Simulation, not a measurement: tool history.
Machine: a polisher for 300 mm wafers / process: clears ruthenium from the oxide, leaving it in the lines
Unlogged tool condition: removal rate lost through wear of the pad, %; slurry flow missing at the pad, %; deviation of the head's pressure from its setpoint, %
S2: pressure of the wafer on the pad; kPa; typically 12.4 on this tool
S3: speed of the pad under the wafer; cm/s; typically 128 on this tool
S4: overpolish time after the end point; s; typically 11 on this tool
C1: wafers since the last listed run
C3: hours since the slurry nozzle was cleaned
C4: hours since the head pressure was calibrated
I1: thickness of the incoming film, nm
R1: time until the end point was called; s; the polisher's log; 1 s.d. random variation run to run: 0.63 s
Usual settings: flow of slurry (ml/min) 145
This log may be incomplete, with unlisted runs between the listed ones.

{"run": 1, "day": 0.0, "flow of slurry (ml/min)": 145, "S2": 12.4, "S3": 128, "S4": 11, "C1": 0, "wafers polished on this pad": 978, "C3": 15.8, "C4": 861.3, "I1": 98.2, "R1": 69.8}
{"run": 2, "day": 0.746, "flow of slurry (ml/min)": 145, "S2": 12.4, "S3": 128, "S4": 11, "C1": 143, "wafers polished on this pad": 1121, "C3": 33.7, "C4": 879.2, "I1": 100.1, "R1": 71.1}
{"run": 3, "day": 1.179, "flow of slurry (ml/min)": 145, "S2": 12.4, "S3": 128, "S4": 11, "C1": 83, "wafers polished on this pad": 1205, "C3": 44.1, "C4": 889.6, "I1": 101.0, "R1": 71.2}
{"day": 1.379, "done": "worn pad replaced by a new one"}
{"run": 4, "day": 2.95, "flow of slurry (ml/min)": 165, "S2": 12.4, "S3": 128, "S4": 11, "C1": 308, "wafers polished on this pad": 302, "C3": 86.6, "C4": 932.1, "I1": 98.1, "R1": 69.1}
{"run": 5, "day": 3.262, "flow of slurry (ml/min)": 165, "S2": 12.4, "S3": 128, "S4": 11, "C1": 60, "wafers polished on this pad": 362, "C3": 94.1, "C4": 939.6, "I1": 100.1, "R1": 69.0}
{"run": 6, "day": 3.675, "flow of slurry (ml/min)": 145, "S2": 11.7, "S3": 128, "S4": 11, "C1": 79, "wafers polished on this pad": 441, "C3": 104.0, "C4": 949.5, "I1": 101.9, "R1": 74.8}
{"run": 7, "day": 4.967, "flow of slurry (ml/min)": 145, "S2": 11.7, "S3": 128, "S4": 11, "C1": 248, "wafers polished on this pad": 689, "C3": 135.0, "C4": 980.5, "I1": 100.3, "R1": 73.1}
{"run": 8, "day": 5.433, "flow of slurry (ml/min)": 145, "S2": 12.4, "S3": 128, "S4": 11, "C1": 89, "wafers polished on this pad": 779, "C3": 146.2, "C4": 991.7, "I1": 99.8, "R1": 71.6}
{"run": 9, "day": 5.792, "flow of slurry (ml/min)": 145, "S2": 12.4, "S3": 128, "S4": 11, "C1": 68, "wafers polished on this pad": 848, "C3": 154.8, "C4": 1000.3, "I1": 99.8, "R1": 70.3}
{"run": 10, "day": 6.312, "flow of slurry (ml/min)": 145, "S2": 12.4, "S3": 128, "S4": 11, "C1": 100, "wafers polished on this pad": 948, "C3": 167.3, "C4": 1012.8, "I1": 98.2, "R1": 70.3}
{"run": 11, "day": 6.633, "flow of slurry (ml/min)": 130, "S2": 12.4, "S3": 128, "S4": 11, "C1": 61, "wafers polished on this pad": 1010, "C3": 175.0, "C4": 1020.5, "I1": 99.4, "R1": 72.9}
{"run": 12, "day": 7.125, "flow of slurry (ml/min)": 145, "S2": 12.4, "S3": 128, "S4": 11, "C1": 94, "wafers polished on this pad": 1104, "C3": 186.8, "C4": 1032.3, "I1": 99.0, "R1": 70.7}
{"run": 13, "day": 7.508, "flow of slurry (ml/min)": 145, "S2": 12.4, "S3": 128, "S4": 11, "C1": 73, "wafers polished on this pad": 1178, "C3": 196.0, "C4": 1041.5, "I1": 100.8, "R1": 72.8}
{"day": 7.633, "done": "head pressure recalibrated"}
{"run": 14, "day": 7.858, "flow of slurry (ml/min)": 145, "S2": 9.0, "S3": 128, "S4": 11, "C1": 51, "wafers polished on this pad": 1229, "C3": 204.4, "C4": 5.4, "I1": 100.3, "R1": 87.6}
{"day": 8.446, "done": "worn pad replaced by a new one"}
{"run": 15, "day": 8.467, "flow of slurry (ml/min)": 145, "S2": 9.0, "S3": 128, "S4": 11, "C1": 84, "wafers polished on this pad": 3, "C3": 219.0, "C4": 20.0, "I1": 100.2, "R1": 87.6}
{"run": 16, "day": 9.075, "flow of slurry (ml/min)": 145, "S2": 9.0, "S3": 128, "S4": 11, "C1": 116, "wafers polished on this pad": 120, "C3": 233.6, "C4": 34.6, "I1": 99.4, "R1": 86.6}
{"day": 10.15, "done": "slurry nozzle cleaned"}
{"run": 17, "day": 11.008, "flow of slurry (ml/min)": 125, "S2": 13.8, "S3": 172, "S4": 9, "C1": 363, "wafers polished on this pad": 484, "C3": 20.6, "C4": 81.0, "I1": 98.3, "R1": 53.1}
{"run": 18, "day": 11.375, "flow of slurry (ml/min)": 145, "S2": 12.4, "S3": 152, "S4": 11, "C1": 70, "wafers polished on this pad": 554, "C3": 29.4, "C4": 89.8, "I1": 101.7, "R1": 62.5}
{"run": 19, "day": 11.833, "flow of slurry (ml/min)": 145, "S2": 12.4, "S3": 166, "S4": 14, "C1": 88, "wafers polished on this pad": 642, "C3": 40.4, "C4": 100.8, "I1": 100.8, "R1": 58.6}
{"run": 20, "day": 12.458, "flow of slurry (ml/min)": 145, "S2": 12.4, "S3": 128, "S4": 6, "C1": 120, "wafers polished on this pad": 762, "C3": 55.4, "C4": 115.8, "I1": 100.2, "R1": 71.3}
{"run": 21, "day": 14.083, "flow of slurry (ml/min)": 145, "S2": 15.2, "S3": 128, "S4": 11, "C1": 312, "wafers polished on this pad": 1074, "C3": 94.4, "C4": 154.8, "I1": 99.9, "R1": 61.0}
{"run": 22, "day": 14.762, "flow of slurry (ml/min)": 145, "S2": 12.4, "S3": 128, "S4": 11, "C1": 130, "wafers polished on this pad": 1205, "C3": 110.7, "C4": 171.1, "I1": 99.5, "R1": 70.2}
{"day": 15.242, "done": "worn pad replaced by a new one"}
{"run": 23, "day": 15.262, "flow of slurry (ml/min)": 95, "S2": 12.4, "S3": 162, "S4": 16, "C1": 64, "wafers polished on this pad": 4, "C3": 122.7, "C4": 183.1, "I1": 99.0, "R1": 63.2}
{"run": 24, "day": 15.925, "flow of slurry (ml/min)": 145, "S2": 15.2, "S3": 102, "S4": 11, "C1": 127, "wafers polished on this pad": 131, "C3": 138.6, "C4": 199.0, "I1": 98.8, "R1": 73.1}
{"run": 25, "day": 16.646, "flow of slurry (ml/min)": 110, "S2": 9.7, "S3": 128, "S4": 11, "C1": 138, "wafers polished on this pad": 269, "C3": 155.9, "C4": 216.3, "I1": 101.6, "R1": 89.1}
{"run": 26, "day": 17.15, "flow of slurry (ml/min)": 145, "S2": 12.4, "S3": 128, "S4": 11, "C1": 96, "wafers polished on this pad": 366, "C3": 168.0, "C4": 228.4, "I1": 99.2, "R1": 69.9}
{"run": 27, "day": 17.45, "flow of slurry (ml/min)": 145, "S2": 12.4, "S3": 128, "S4": 11, "C1": 57, "wafers polished on this pad": 424, "C3": 175.2, "C4": 235.6, "I1": 101.5, "R1": 72.4}

Estimate the outcome of run 28 from the log above:
{"run": 28, "day": 17.925, "flow of slurry (ml/min)": 145, "S2": 12.4, "S3": 128, "S4": 11, "C1": 91, "wafers polished on this pad": 515, "C3": 186.6, "C4": 247.0, "I1": 101.9, "R1": "?"}

{"run 28": {"R1": 72.7}}
On a tool with no hidden condition, and with the same random variation, this run would have come out at R1 72.7 s.
